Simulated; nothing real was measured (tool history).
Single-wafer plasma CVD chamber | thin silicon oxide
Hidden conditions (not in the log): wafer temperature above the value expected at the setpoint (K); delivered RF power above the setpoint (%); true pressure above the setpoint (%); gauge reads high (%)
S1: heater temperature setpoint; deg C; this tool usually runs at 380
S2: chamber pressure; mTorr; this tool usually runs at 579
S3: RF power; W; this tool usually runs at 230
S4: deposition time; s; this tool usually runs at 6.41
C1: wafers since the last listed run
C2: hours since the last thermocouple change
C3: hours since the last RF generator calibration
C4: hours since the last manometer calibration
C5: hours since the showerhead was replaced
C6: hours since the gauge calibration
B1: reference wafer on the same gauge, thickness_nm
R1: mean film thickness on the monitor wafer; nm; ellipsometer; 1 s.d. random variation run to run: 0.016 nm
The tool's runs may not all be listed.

{"run": 1, "hour": 0.0, "S1": 380, "S2": 579, "S3": 230, "S4": 6.41, "C1": 0, "C2": 1976.4, "C3": 974.2, "C4": 753.8, "C5": 3224.5, "C6": 2378.8, "B1": 8.357, "R1": 7.76}
{"run": 2, "hour": 63.7, "S1": 380, "S2": 579, "S3": 230, "S4": 6.41, "C1": 1115, "C2": 2040.1, "C3": 1037.9, "C4": 817.5, "C5": 3288.2, "C6": 2442.5, "B1": 8.367, "R1": 7.749}
{"run": 3, "hour": 148.3, "S1": 380, "S2": 579, "S3": 245, "S4": 6.41, "C1": 1481, "C2": 2124.7, "C3": 1122.5, "C4": 902.1, "C5": 3372.8, "C6": 2527.1, "B1": 8.356, "R1": 7.917}
{"run": 4, "hour": 205.6, "S1": 380, "S2": 579, "S3": 245, "S4": 6.41, "C1": 1003, "C2": 2182.0, "C3": 1179.8, "C4": 959.4, "C5": 3430.1, "C6": 2584.4, "B1": 8.359, "R1": 7.916}
{"run": 5, "hour": 264.6, "S1": 380, "S2": 579, "S3": 245, "S4": 6.41, "C1": 1033, "C2": 2241.0, "C3": 1238.8, "C4": 1018.4, "C5": 3489.1, "C6": 2643.4, "B1": 8.37, "R1": 7.894}
{"run": 6, "hour": 324.0, "S1": 380, "S2": 579, "S3": 230, "S4": 6.41, "C1": 1040, "C2": 2300.4, "C3": 1298.2, "C4": 1077.8, "C5": 3548.5, "C6": 2702.8, "B1": 8.364, "R1": 7.749}
{"run": 7, "hour": 503.1, "S1": 376, "S2": 579, "S3": 230, "S4": 6.41, "C1": 3136, "C2": 2479.5, "C3": 1477.3, "C4": 1256.9, "C5": 3727.6, "C6": 2881.9, "B1": 8.357, "R1": 7.724}
{"run": 8, "hour": 606.0, "S1": 376, "S2": 579, "S3": 230, "S4": 6.41, "C1": 1802, "C2": 2582.4, "C3": 1580.2, "C4": 1359.8, "C5": 3830.5, "C6": 2984.8, "B1": 8.358, "R1": 7.689}
{"run": 9, "hour": 670.5, "S1": 376, "S2": 579, "S3": 230, "S4": 6.41, "C1": 1129, "C2": 2646.9, "C3": 1644.7, "C4": 1424.3, "C5": 3895.0, "C6": 3049.3, "B1": 8.367, "R1": 7.692}
{"hour": 683.4, "done": "showerhead replaced"}
{"run": 10, "hour": 714.9, "S1": 380, "S2": 579, "S3": 260, "S4": 6.41, "C1": 637, "C2": 2691.3, "C3": 1689.1, "C4": 1468.7, "C5": 31.5, "C6": 3093.7, "B1": 8.369, "R1": 8.034}
{"hour": 763.0, "done": "thermocouple changed; heater temperature recalibrated"}
{"run": 11, "hour": 805.2, "S1": 380, "S2": 579, "S3": 260, "S4": 6.41, "C1": 1441, "C2": 42.2, "C3": 1779.4, "C4": 1559.0, "C5": 121.8, "C6": 3184.0, "B1": 8.359, "R1": 8.014}
{"run": 12, "hour": 849.4, "S1": 380, "S2": 579, "S3": 230, "S4": 6.41, "C1": 774, "C2": 86.4, "C3": 1823.6, "C4": 1603.2, "C5": 166.0, "C6": 3228.2, "B1": 8.362, "R1": 7.637}
{"run": 13, "hour": 904.9, "S1": 380, "S2": 579, "S3": 230, "S4": 6.41, "C1": 972, "C2": 141.9, "C3": 1879.1, "C4": 1658.7, "C5": 221.5, "C6": 3283.7, "B1": 8.354, "R1": 7.599}
{"hour": 922.4, "done": "gauge calibrated"}
{"run": 14, "hour": 1004.3, "S1": 376, "S2": 579, "S3": 230, "S4": 6.41, "C1": 1740, "C2": 241.3, "C3": 1978.5, "C4": 1758.1, "C5": 320.9, "C6": 81.9, "B1": 8.358, "R1": 7.573}
{"run": 15, "hour": 1055.4, "S1": 380, "S2": 579, "S3": 230, "S4": 6.41, "C1": 894, "C2": 292.4, "C3": 2029.6, "C4": 1809.2, "C5": 372.0, "C6": 133.0, "B1": 8.359, "R1": 7.575}
{"hour": 1073.6, "done": "capacitance manometer re-zeroed and calibrated"}
{"run": 16, "hour": 1154.1, "S1": 380, "S2": 459, "S3": 230, "S4": 7.51, "C1": 1588, "C2": 391.1, "C3": 2128.3, "C4": 80.5, "C5": 470.7, "C6": 231.7, "B1": 8.362, "R1": 7.065}
{"hour": 1246.1, "done": "RF generator calibrated"}
{"run": 17, "hour": 1257.8, "S1": 385, "S2": 664, "S3": 200, "S4": 6.07, "C1": 1676, "C2": 494.8, "C3": 11.7, "C4": 184.2, "C5": 574.4, "C6": 335.4, "B1": 8.354, "R1": 8.047}
{"run": 18, "hour": 1353.3, "S1": 373, "S2": 682, "S3": 220, "S4": 7.14, "C1": 1672, "C2": 590.3, "C3": 107.2, "C4": 279.7, "C5": 669.9, "C6": 430.9, "B1": 8.361, "R1": 10.099}
{"run": 19, "hour": 1410.4, "S1": 380, "S2": 579, "S3": 230, "S4": 6.41, "C1": 1000, "C2": 647.4, "C3": 164.3, "C4": 336.8, "C5": 727.0, "C6": 488.0, "B1": 8.363, "R1": 7.808}
{"run": 20, "hour": 1494.7, "S1": 380, "S2": 579, "S3": 230, "S4": 5.95, "C1": 1476, "C2": 731.7, "C3": 248.6, "C4": 421.1, "C5": 811.3, "C6": 572.3, "B1": 8.355, "R1": 7.251}
{"run": 21, "hour": 1600.7, "S1": 373, "S2": 451, "S3": 255, "S4": 5.49, "C1": 1856, "C2": 837.7, "C3": 354.6, "C4": 527.1, "C5": 917.3, "C6": 678.3, "B1": 8.363, "R1": 5.428}
{"run": 22, "hour": 1679.1, "S1": 380, "S2": 515, "S3": 230, "S4": 6.41, "C1": 1373, "C2": 916.1, "C3": 433.0, "C4": 605.5, "C5": 995.7, "C6": 756.7, "B1": 8.361, "R1": 6.916}
{"run": 23, "hour": 1762.2, "S1": 380, "S2": 579, "S3": 230, "S4": 6.41, "C1": 1455, "C2": 999.2, "C3": 516.1, "C4": 688.6, "C5": 1078.8, "C6": 839.8, "B1": 8.356, "R1": 7.795}
{"run": 24, "hour": 1812.4, "S1": 380, "S2": 672, "S3": 190, "S4": 5.41, "C1": 879, "C2": 1049.4, "C3": 566.3, "C4": 738.8, "C5": 1129.0, "C6": 890.0, "B1": 8.362, "R1": 7.095}
{"run": 25, "hour": 1889.7, "S1": 365, "S2": 704, "S3": 270, "S4": 7.24, "C1": 1353, "C2": 1126.7, "C3": 643.6, "C4": 816.1, "C5": 1206.3, "C6": 967.3, "B1": 8.361, "R1": 11.431}
{"run": 26, "hour": 1986.7, "S1": 380, "S2": 532, "S3": 230, "S4": 6.93, "C1": 1698, "C2": 1223.7, "C3": 740.6, "C4": 913.1, "C5": 1303.3, "C6": 1064.3, "B1": 8.361, "R1": 7.734}
{"run": 27, "hour": 2085.4, "S1": 380, "S2": 579, "S3": 205, "S4": 5.74, "C1": 1728, "C2": 1322.4, "C3": 839.3, "C4": 1011.8, "C5": 1402.0, "C6": 1163.0, "B1": 8.359, "R1": 6.643}
{"run": 28, "hour": 2172.9, "S1": 365, "S2": 681, "S3": 215, "S4": 6.06, "C1": 1532, "C2": 1409.9, "C3": 926.8, "C4": 1099.3, "C5": 1489.5, "C6": 1250.5, "B1": 8.367, "R1": 8.494}

Below, some changes in R1 between adjacent runs. For each, the amount present without the hidden state too (settings, incoming material, random variation) and the amount remaining for the hidden state with gauge scatter not shared by both compared results:
Run 15 -> 16: S2 579 -> 459, S4 6.41 -> 7.51, capacitance manometer re-zeroed and calibrated. R1 -0.510 nm: hidden state +0.075, all else -0.585.
Run 16 -> 17: S1 380 -> 385, S2 459 -> 664, S3 230 -> 200, S4 7.51 -> 6.07, RF generator calibrated. R1 +0.982 nm: hidden state +0.177, all else +0.805.
Run 24 -> 25: S1 380 -> 365, S2 672 -> 704, S3 190 -> 270, S4 5.41 -> 7.24. R1 +4.336 nm: hidden state -0.037, all else +4.373.
Run 25 -> 26: S1 365 -> 380, S2 704 -> 532, S3 270 -> 230, S4 7.24 -> 6.93. R1 -3.697 nm: hidden state +0.015, all else -3.712.
